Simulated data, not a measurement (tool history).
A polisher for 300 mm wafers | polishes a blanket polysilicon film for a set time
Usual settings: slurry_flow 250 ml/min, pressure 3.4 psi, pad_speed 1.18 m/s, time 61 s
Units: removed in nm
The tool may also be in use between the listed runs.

run	hour	slurry_flow	pressure	pad_speed	time	wafers since the last listed run	wafers polished on this pad	hours since the slurry nozzle was cleaned	hours since the head pressure was calibrated	incoming thickness of the incoming film, nm	removed
1	0.0	250	2.5	1.18	61	0	199	159.6	165.8	2019.8	622.3
2	46.3	250	3.4	1.18	61	401	600	205.9	212.1	2020.8	810.3
3	123.8	250	3.4	1.18	61	671	1272	283.4	289.6	2016.8	773.0
4	212.1	250	3.4	1.18	61	764	2037	371.7	377.9	2033.4	759.9
# hour 223.4: slurry nozzle cleaned
5	286.3	250	3.4	1.18	61	634	2671	62.9	452.1	2004.1	727.8
6	326.6	250	3.4	1.18	61	349	3020	103.2	492.4	2021.6	725.1
# hour 353.2: worn pad replaced by a new one
7	562.6	250	3.4	1.18	61	2009	1813	339.2	728.4	2042.9	740.6
8	604.1	250	3.4	0.94	65	359	2173	380.7	769.9	2029.0	614.3
9	647.5	250	3.4	0.94	65	375	2549	424.1	813.3	2015.1	606.3
# hour 663.4: slurry nozzle cleaned
# hour 690.0: worn pad replaced by a new one
10	740.6	250	3.4	0.94	65	763	438	77.2	906.4	2044.2	626.9
11	820.2	250	3.4	1.18	61	689	1128	156.8	986.0	1999.0	726.9
# hour 849.7: head pressure recalibrated
12	913.2	250	3.4	0.94	65	788	1916	249.8	63.5	2018.6	650.6
13	1009.4	290	4.0	0.86	61	833	2749	346.0	159.7	2035.4	663.7
# hour 1087.1: worn pad replaced by a new one
# hour 1098.1: slurry nozzle cleaned
14	1109.0	165	3.4	1.56	44	819	181	10.9	259.3	2021.2	777.6
15	1214.5	250	4.4	1.18	61	913	1094	116.4	364.8	2025.9	1050.4

The next listed run, before its measurement:
16	1288.2	250	2.6	1.18	61	638	1733	190.1	438.5	2016.7	?

Run 16 gave removed 581.8 nm.
Without the tool's hidden state the same run would have given removed 672.9 nm.

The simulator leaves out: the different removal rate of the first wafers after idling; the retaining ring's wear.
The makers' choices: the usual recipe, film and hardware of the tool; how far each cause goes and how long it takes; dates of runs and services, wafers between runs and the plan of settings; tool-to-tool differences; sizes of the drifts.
